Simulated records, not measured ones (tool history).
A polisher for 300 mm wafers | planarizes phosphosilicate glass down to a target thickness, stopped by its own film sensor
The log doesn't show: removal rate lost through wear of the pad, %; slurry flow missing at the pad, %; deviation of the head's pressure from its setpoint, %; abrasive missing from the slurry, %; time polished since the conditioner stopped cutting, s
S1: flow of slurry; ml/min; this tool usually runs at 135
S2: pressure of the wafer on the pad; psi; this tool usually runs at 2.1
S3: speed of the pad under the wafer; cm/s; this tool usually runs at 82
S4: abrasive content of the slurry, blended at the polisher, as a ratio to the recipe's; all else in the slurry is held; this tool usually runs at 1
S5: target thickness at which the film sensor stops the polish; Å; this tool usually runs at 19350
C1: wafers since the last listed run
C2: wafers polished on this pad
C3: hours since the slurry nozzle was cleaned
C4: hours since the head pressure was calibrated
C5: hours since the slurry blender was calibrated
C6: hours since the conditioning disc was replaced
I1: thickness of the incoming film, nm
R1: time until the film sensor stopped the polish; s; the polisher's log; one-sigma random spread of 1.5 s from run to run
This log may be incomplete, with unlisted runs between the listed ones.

run 1 day=0 | S1=135 S2=2.1 S3=82 S4=0.9 S5=19350 | C1=0 C2=2918 C3=544.4 C4=1522.2 C5=507.2 C6=285.5 | I1=2331.4 | R1=91.8
-- day=2.779 slurry blender recalibrated
-- day=4.138 slurry nozzle cleaned
run 2 day=4.258 | S1=135 S2=2.1 S3=82 S4=1 S5=19350 | C1=903 C2=3822 C3=2.9 C4=1624.4 C5=35.5 C6=387.7 | I1=2355 | R1=89.7
-- day=4.567 head pressure recalibrated
run 3 day=5.996 | S1=135 S2=2.1 S3=82 S4=1 S5=19350 | C1=361 C2=4184 C3=44.6 C4=34.3 C5=77.2 C6=429.4 | I1=2323.8 | R1=85.7
run 4 day=8.475 | S1=135 S2=2.1 S3=82 S4=1 S5=19350 | C1=542 C2=4726 C3=104.1 C4=93.8 C5=136.7 C6=488.9 | I1=2365.8 | R1=92.2
run 5 day=11.692 | S1=170 S2=2.1 S3=82 S4=1.2 S5=19350 | C1=703 C2=5430 C3=181.3 C4=171 C5=213.9 C6=566.1 | I1=2360.4 | R1=83
-- day=13.242 worn pad replaced by a new one
run 6 day=13.367 | S1=170 S2=2.1 S3=82 S4=1 S5=20190 | C1=329 C2=27 C3=221.5 C4=211.2 C5=254.1 C6=606.3 | I1=2327 | R1=64.9
-- day=13.758 conditioning disc replaced and pad reconditioned
run 7 day=15.042 | S1=135 S2=2.1 S3=82 S4=1 S5=19350 | C1=348 C2=375 C3=261.7 C4=251.4 C5=294.3 C6=30.8 | I1=2322.5 | R1=87.1
run 8 day=18.45 | S1=135 S2=2.1 S3=82 S4=1 S5=19350 | C1=745 C2=1120 C3=343.5 C4=333.2 C5=376.1 C6=112.6 | I1=2309.5 | R1=82
run 9 day=22.317 | S1=100 S2=2.1 S3=82 S4=1 S5=19350 | C1=845 C2=1966 C3=436.3 C4=426 C5=468.9 C6=205.4 | I1=2350.7 | R1=97.1
run 10 day=25.433 | S1=135 S2=2.1 S3=82 S4=1.2 S5=18910 | C1=681 C2=2647 C3=511.1 C4=500.8 C5=543.7 C6=280.2 | I1=2353.8 | R1=92.3
-- day=27.792 slurry blender recalibrated
run 11 day=28.358 | S1=105 S2=2.1 S3=82 S4=1 S5=19350 | C1=621 C2=3269 C3=581.3 C4=571 C5=13.6 C6=350.4 | I1=2362.7 | R1=94.8
run 12 day=30.521 | S1=135 S2=2.1 S3=82 S4=1 S5=19350 | C1=472 C2=3742 C3=633.2 C4=622.9 C5=65.5 C6=402.3 | I1=2371.9 | R1=96.4
run 13 day=32.596 | S1=135 S2=2.1 S3=82 S4=1 S5=19350 | C1=453 C2=4195 C3=683 C4=672.7 C5=115.3 C6=452.1 | I1=2353.4 | R1=89.9
-- day=33.112 slurry nozzle cleaned
run 14 day=34.821 | S1=135 S2=2.1 S3=82 S4=1 S5=20660 | C1=477 C2=4673 C3=41 C4=726.1 C5=168.7 C6=505.5 | I1=2351.6 | R1=62.7
-- day=36.317 conditioning disc replaced and pad reconditioned
-- day=40.446 worn pad replaced by a new one
run 15 day=42.383 | S1=175 S2=1.5 S3=82 S4=1 S5=19350 | C1=1599 C2=423 C3=222.5 C4=907.6 C5=350.2 C6=145.6 | I1=2336.8 | R1=118.3
run 16 day=46.296 | S1=175 S2=2.6 S3=82 S4=1 S5=19350 | C1=855 C2=1279 C3=316.4 C4=1001.5 C5=444.1 C6=239.5 | I1=2353 | R1=69.5
run 17 day=50.529 | S1=135 S2=2.1 S3=82 S4=1.2 S5=18910 | C1=925 C2=2204 C3=418 C4=1103.1 C5=545.7 C6=341.1 | I1=2304.9 | R1=82.6
run 18 day=54.038 | S1=160 S2=2.1 S3=106 S4=0.75 S5=18110 | C1=767 C2=2972 C3=502.2 C4=1187.3 C5=629.9 C6=425.3 | I1=2364 | R1=123.3
-- day=55.975 slurry blender recalibrated
run 19 day=56.992 | S1=110 S2=2.1 S3=82 S4=0.8 S5=20040 | C1=627 C2=3599 C3=573.1 C4=1258.2 C5=24.4 C6=496.2 | I1=2329.5 | R1=83.3
-- day=57.458 head pressure recalibrated
-- day=58.75 conditioning disc replaced and pad reconditioned
run 20 day=60.933 | S1=135 S2=2.3 S3=82 S4=1 S5=19350 | C1=825 C2=4425 C3=667.7 C4=83.4 C5=119 C6=52.4 | I1=2380.4 | R1=89.7
-- day=61.617 slurry nozzle cleaned
run 21 day=64.712 | S1=135 S2=2.1 S3=82 S4=1 S5=19350 | C1=817 C2=5242 C3=74.3 C4=174.1 C5=209.7 C6=143.1 | I1=2335.1 | R1=88.9
-- day=67.671 worn pad replaced by a new one
run 22 day=67.883 | S1=135 S2=1.5 S3=82 S4=1 S5=19350 | C1=656 C2=46 C3=150.4 C4=250.2 C5=285.8 C6=219.2 | I1=2368.6 | R1=130
run 23 day=71.55 | S1=135 S2=2.7 S3=94 S4=1 S5=20110 | C1=801 C2=847 C3=238.4 C4=338.2 C5=373.8 C6=307.2 | I1=2355.7 | R1=54.1
run 24 day=73.896 | S1=135 S2=2.1 S3=82 S4=1.2 S5=18910 | C1=512 C2=1360 C3=294.7 C4=394.5 C5=430.1 C6=363.5 | I1=2377 | R1=96.1
run 25 day=76.817 | S1=135 S2=2.1 S3=60 S4=1 S5=19350 | C1=638 C2=1999 C3=364.8 C4=464.6 C5=500.2 C6=433.6 | I1=2327.1 | R1=99.4

Each row is a separate what-if for the run after 25, all from the same tool condition, not one after another. Results?
run A day=76.833 | S1=155 S2=2.1 S3=82 S4=1 S5=19350 | C1=3 C2=2003 C3=365.2 C4=465 C5=500.6 C6=434 | I1=2348.5 | R1=?
run B day=76.833 | S1=120 S2=2.4 S3=82 S4=1 S5=20560 | C1=3 C2=2003 C3=365.2 C4=465 C5=500.6 C6=434 | I1=2348.5 | R1=?
run C day=76.833 | S1=95 S2=2.1 S3=82 S4=1 S5=18040 | C1=3 C2=2003 C3=365.2 C4=465 C5=500.6 C6=434 | I1=2348.5 | R1=?
run D day=76.833 | S1=110 S2=2.1 S3=82 S4=1 S5=19770 | C1=3 C2=2003 C3=365.2 C4=465 C5=500.6 C6=434 | I1=2348.5 | R1=?

run=A R1=89.2
run=B R1=58.2
run=C R1=131.7
run=D R1=86.3
With the hidden condition removed and each run's random variation left untouched, the same runs would have given:
run=A R1=89.2
run=B R1=58.2
run=C R1=131.7
run=D R1=86.3
